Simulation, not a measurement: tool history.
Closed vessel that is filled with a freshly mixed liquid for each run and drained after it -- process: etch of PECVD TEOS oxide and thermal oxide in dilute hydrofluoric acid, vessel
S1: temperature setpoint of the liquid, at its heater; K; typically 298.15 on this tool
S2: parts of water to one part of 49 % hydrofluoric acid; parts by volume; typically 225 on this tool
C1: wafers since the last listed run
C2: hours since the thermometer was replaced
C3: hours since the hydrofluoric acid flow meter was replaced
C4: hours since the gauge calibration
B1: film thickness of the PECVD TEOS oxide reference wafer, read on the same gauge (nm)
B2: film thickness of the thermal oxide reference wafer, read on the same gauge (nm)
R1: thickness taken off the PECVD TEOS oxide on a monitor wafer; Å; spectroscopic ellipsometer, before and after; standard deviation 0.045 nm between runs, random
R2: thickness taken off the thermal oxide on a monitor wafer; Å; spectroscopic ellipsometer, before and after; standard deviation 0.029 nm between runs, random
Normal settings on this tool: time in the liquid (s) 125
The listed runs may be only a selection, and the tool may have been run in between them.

{"run": 1, "hour": 0.0, "S1": 298.15, "S2": 225, "time in the liquid (s)": 125, "C1": 0, "C2": 2039.2, "C3": 481.1, "C4": 602.9, "B1": 49.99, "B2": 109.994, "R1": 59, "R2": 27.48}
{"run": 2, "hour": 60.1, "S1": 296.15, "S2": 225, "time in the liquid (s)": 180, "C1": 6006, "C2": 2099.3, "C3": 541.2, "C4": 663, "B1": 50.05, "B2": 109.952, "R1": 78.3, "R2": 36.22}
{"hour": 81.8, "done": "hydrofluoric acid flow meter replaced"}
{"run": 3, "hour": 86.5, "S1": 296.15, "S2": 225, "time in the liquid (s)": 180, "C1": 2538, "C2": 2125.7, "C3": 4.7, "C4": 689.4, "B1": 50, "B2": 110.049, "R1": 82, "R2": 37.95}
{"run": 4, "hour": 135.7, "S1": 298.15, "S2": 225, "time in the liquid (s)": 125, "C1": 4917, "C2": 2174.9, "C3": 53.9, "C4": 738.6, "B1": 50.03, "B2": 110.028, "R1": 61.1, "R2": 29.22}
{"run": 5, "hour": 190.2, "S1": 298.15, "S2": 225, "time in the liquid (s)": 125, "C1": 5446, "C2": 2229.4, "C3": 108.4, "C4": 793.1, "B1": 49.99, "B2": 110.004, "R1": 61.5, "R2": 28.72}
{"run": 6, "hour": 253.0, "S1": 301.15, "S2": 225, "time in the liquid (s)": 125, "C1": 6276, "C2": 2292.2, "C3": 171.2, "C4": 855.9, "B1": 49.99, "B2": 109.937, "R1": 68.8, "R2": 32}
{"run": 7, "hour": 301.2, "S1": 298.15, "S2": 225, "time in the liquid (s)": 145, "C1": 4817, "C2": 2340.4, "C3": 219.4, "C4": 904.1, "B1": 50.04, "B2": 109.953, "R1": 71.7, "R2": 33.85}
{"hour": 367.4, "done": "hydrofluoric acid flow meter replaced, repeated, since the last time left the tool worse"}
{"run": 8, "hour": 368.9, "S1": 298.15, "S2": 225, "time in the liquid (s)": 145, "C1": 6666, "C2": 2408.1, "C3": 1.5, "C4": 971.8, "B1": 50.02, "B2": 109.977, "R1": 64, "R2": 29.42}
{"run": 9, "hour": 431.3, "S1": 298.15, "S2": 225, "time in the liquid (s)": 145, "C1": 6236, "C2": 2470.5, "C3": 63.9, "C4": 1034.2, "B1": 49.98, "B2": 110.02, "R1": 64.8, "R2": 30.36}
{"hour": 618.7, "done": "gauge calibrated"}
{"run": 10, "hour": 621.4, "S1": 298.15, "S2": 225, "time in the liquid (s)": 125, "C1": 18998, "C2": 2660.6, "C3": 254, "C4": 2.7, "B1": 50.02, "B2": 110.017, "R1": 56.9, "R2": 26.92}
{"run": 11, "hour": 653.2, "S1": 298.15, "S2": 305, "time in the liquid (s)": 90, "C1": 3178, "C2": 2692.4, "C3": 285.8, "C4": 34.5, "B1": 50.04, "B2": 110.056, "R1": 28.1, "R2": 12.98}
{"hour": 669.1, "done": "thermometer replaced"}
{"run": 12, "hour": 689.3, "S1": 302.15, "S2": 280, "time in the liquid (s)": 125, "C1": 3507, "C2": 20.2, "C3": 321.9, "C4": 70.6, "B1": 50, "B2": 109.994, "R1": 50, "R2": 23.31}
{"run": 13, "hour": 734.3, "S1": 294.65, "S2": 295, "time in the liquid (s)": 60, "C1": 4497, "C2": 65.2, "C3": 366.9, "C4": 115.6, "B1": 50, "B2": 109.989, "R1": 17.3, "R2": 8.19}
{"run": 14, "hour": 783.9, "S1": 302.15, "S2": 225, "time in the liquid (s)": 160, "C1": 4957, "C2": 114.8, "C3": 416.5, "C4": 165.2, "B1": 50.03, "B2": 110.025, "R1": 85.2, "R2": 39.37}
{"run": 15, "hour": 842.8, "S1": 302.65, "S2": 260, "time in the liquid (s)": 125, "C1": 5886, "C2": 173.7, "C3": 475.4, "C4": 224.1, "B1": 50.03, "B2": 109.979, "R1": 56.7, "R2": 26.46}
{"run": 16, "hour": 870.6, "S1": 293.65, "S2": 225, "time in the liquid (s)": 50, "C1": 2778, "C2": 201.5, "C3": 503.2, "C4": 251.9, "B1": 49.95, "B2": 109.977, "R1": 19.8, "R2": 9.33}
{"run": 17, "hour": 912.8, "S1": 298.15, "S2": 225, "time in the liquid (s)": 125, "C1": 4217, "C2": 243.7, "C3": 545.4, "C4": 294.1, "B1": 50.04, "B2": 109.97, "R1": 58.1, "R2": 26.81}
{"hour": 936.9, "done": "hydrofluoric acid flow meter replaced"}
{"run": 18, "hour": 950.7, "S1": 298.15, "S2": 295, "time in the liquid (s)": 125, "C1": 3687, "C2": 281.6, "C3": 13.8, "C4": 332, "B1": 50.04, "B2": 109.997, "R1": 39.6, "R2": 18.43}
{"run": 19, "hour": 1019.8, "S1": 298.15, "S2": 265, "time in the liquid (s)": 105, "C1": 6905, "C2": 350.7, "C3": 82.9, "C4": 401.1, "B1": 49.98, "B2": 109.983, "R1": 38.8, "R2": 18.14}
{"run": 20, "hour": 1066.8, "S1": 298.15, "S2": 225, "time in the liquid (s)": 125, "C1": 4697, "C2": 397.7, "C3": 129.9, "C4": 448.1, "B1": 50, "B2": 109.999, "R1": 56.7, "R2": 26.46}
{"run": 21, "hour": 1094.4, "S1": 298.15, "S2": 330, "time in the liquid (s)": 155, "C1": 2758, "C2": 425.3, "C3": 157.5, "C4": 475.7, "B1": 50.01, "B2": 109.981, "R1": 43.3, "R2": 19.76}
{"run": 22, "hour": 1134.5, "S1": 298.15, "S2": 225, "time in the liquid (s)": 125, "C1": 4007, "C2": 465.4, "C3": 197.6, "C4": 515.8, "B1": 50.01, "B2": 110.031, "R1": 57.1, "R2": 26.5}
{"run": 23, "hour": 1185.4, "S1": 298.15, "S2": 270, "time in the liquid (s)": 125, "C1": 5086, "C2": 516.3, "C3": 248.5, "C4": 566.7, "B1": 49.94, "B2": 109.964, "R1": 45.2, "R2": 21.23}
{"run": 24, "hour": 1243.7, "S1": 301.15, "S2": 315, "time in the liquid (s)": 125, "C1": 5826, "C2": 574.6, "C3": 306.8, "C4": 625, "B1": 50.01, "B2": 109.974, "R1": 41.5, "R2": 19.5}
{"run": 25, "hour": 1291.0, "S1": 298.15, "S2": 225, "time in the liquid (s)": 125, "C1": 4727, "C2": 621.9, "C3": 354.1, "C4": 672.3, "B1": 50.03, "B2": 109.969, "R1": 57.4, "R2": 26.5}
{"run": 26, "hour": 1342.3, "S1": 298.15, "S2": 160, "time in the liquid (s)": 155, "C1": 5126, "C2": 673.2, "C3": 405.4, "C4": 723.6, "B1": 50.06, "B2": 110.009, "R1": 109.2, "R2": 49.95}

Each row is a separate what-if for the run after 26, all from the same tool condition, not one after another. Results?
{"run": "A", "hour": 1343.0, "S1": 298.15, "S2": 225, "time in the liquid (s)": 65, "C1": 69, "C2": 673.9, "C3": 406.1, "C4": 724.3, "B1": "?", "B2": "?", "R1": "?", "R2": "?"}
{"run": "B", "hour": 1343.0, "S1": 298.15, "S2": 145, "time in the liquid (s)": 145, "C1": 69, "C2": 673.9, "C3": 406.1, "C4": 724.3, "B1": "?", "B2": "?", "R1": "?", "R2": "?"}
{"run": "C", "hour": 1343.0, "S1": 294.65, "S2": 150, "time in the liquid (s)": 105, "C1": 69, "C2": 673.9, "C3": 406.1, "C4": 724.3, "B1": "?", "B2": "?", "R1": "?", "R2": "?"}
{"run": "D", "hour": 1343.0, "S1": 294.15, "S2": 225, "time in the liquid (s)": 175, "C1": 69, "C2": 673.9, "C3": 406.1, "C4": 724.3, "B1": "?", "B2": "?", "R1": "?", "R2": "?"}

run=A B1=49.97 B2=109.981 R1=29.8 R2=14
run=B B1=49.97 B2=109.981 R1=112.5 R2=52.88
run=C B1=49.97 B2=109.981 R1=68.4 R2=32.15
run=D B1=49.97 B2=109.981 R1=69.2 R2=32.51
Take away the tool's hidden state, keep each run's random variation, and the runs would have read:
run=A R1=28.6 R2=13.46
run=B R1=108.5 R2=50.98
run=C R1=66 R2=31
run=D R1=66.6 R2=31.29

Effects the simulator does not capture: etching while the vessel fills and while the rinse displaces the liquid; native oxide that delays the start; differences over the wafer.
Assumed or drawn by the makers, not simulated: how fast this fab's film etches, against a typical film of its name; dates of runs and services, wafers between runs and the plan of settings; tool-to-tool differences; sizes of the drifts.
